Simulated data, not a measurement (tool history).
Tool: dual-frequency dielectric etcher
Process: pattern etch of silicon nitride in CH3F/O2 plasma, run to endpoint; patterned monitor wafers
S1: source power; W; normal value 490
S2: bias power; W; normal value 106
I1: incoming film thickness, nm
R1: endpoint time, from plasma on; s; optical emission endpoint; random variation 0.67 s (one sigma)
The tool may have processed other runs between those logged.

Run 1, hour 0: usual settings; I1 85.6. Result: R1 84.9 s.
Run 2, hour 9.6: usual settings; I1 87.4. Result: R1 88.6 s.
Run 3, hour 17.6: usual settings; I1 87. Result: R1 87.2 s.
Run 4, hour 31.9: usual settings but S2 111 W; I1 86. Result: R1 86 s.
At hour 101.9: wet clean of the chamber.
Run 5, hour 102.4: usual settings but S2 111 W; I1 86.9. Result: R1 84.3 s.
Run 6, hour 102.8: usual settings but S2 111 W; I1 86.5. Result: R1 83.4 s.
Run 7, hour 114.4: usual settings; I1 86.3. Result: R1 84 s.
At hour 135.8: source power generator calibrated.
At hour 142.8: upper electrode replaced.
Run 8, hour 143.3: usual settings; I1 86.4. Result: R1 84.7 s.
Run 9, hour 145.6: usual settings but S1 570 W, S2 86 W; I1 86.2. Result: R1 90 s.
Run 10, hour 153.6: usual settings but S1 570 W, S2 86 W; I1 86.1. Result: R1 89.3 s.
Run 11, hour 164: usual settings; I1 86.7. Result: R1 86 s.
Run 12, hour 178.7: usual settings; I1 87.6. Result: R1 86.9 s.
Run 13, hour 191.8: usual settings; I1 86.5. Result: R1 86 s.
At hour 205.6: bias power generator calibrated.
Run 14, hour 206.1: usual settings but S1 550 W, S2 115 W; I1 86.9. Result: R1 80.8 s.
Run 15, hour 212.4: usual settings; I1 86.9. Result: R1 86.8 s.
Run 16, hour 228.4: usual settings but S1 420 W; I1 86.5. Result: R1 90.3 s.
Run 17, hour 245.9: usual settings; I1 86.3. Result: R1 86 s.
Run 18, hour 255.6: usual settings but S1 410 W, S2 94 W; I1 88. Result: R1 98.5 s.
Run 19, hour 265.4: usual settings but S1 390 W; I1 86.5. Result: R1 92.1 s.

The next listed run, before its measurement:
Run 20, hour 273.7: usual settings; I1 86.8. Result: R1 ?.

R1: 86.2 s
With the hidden condition absent and the run-to-run variation left alone, this run would have shown R1 83.5 s.
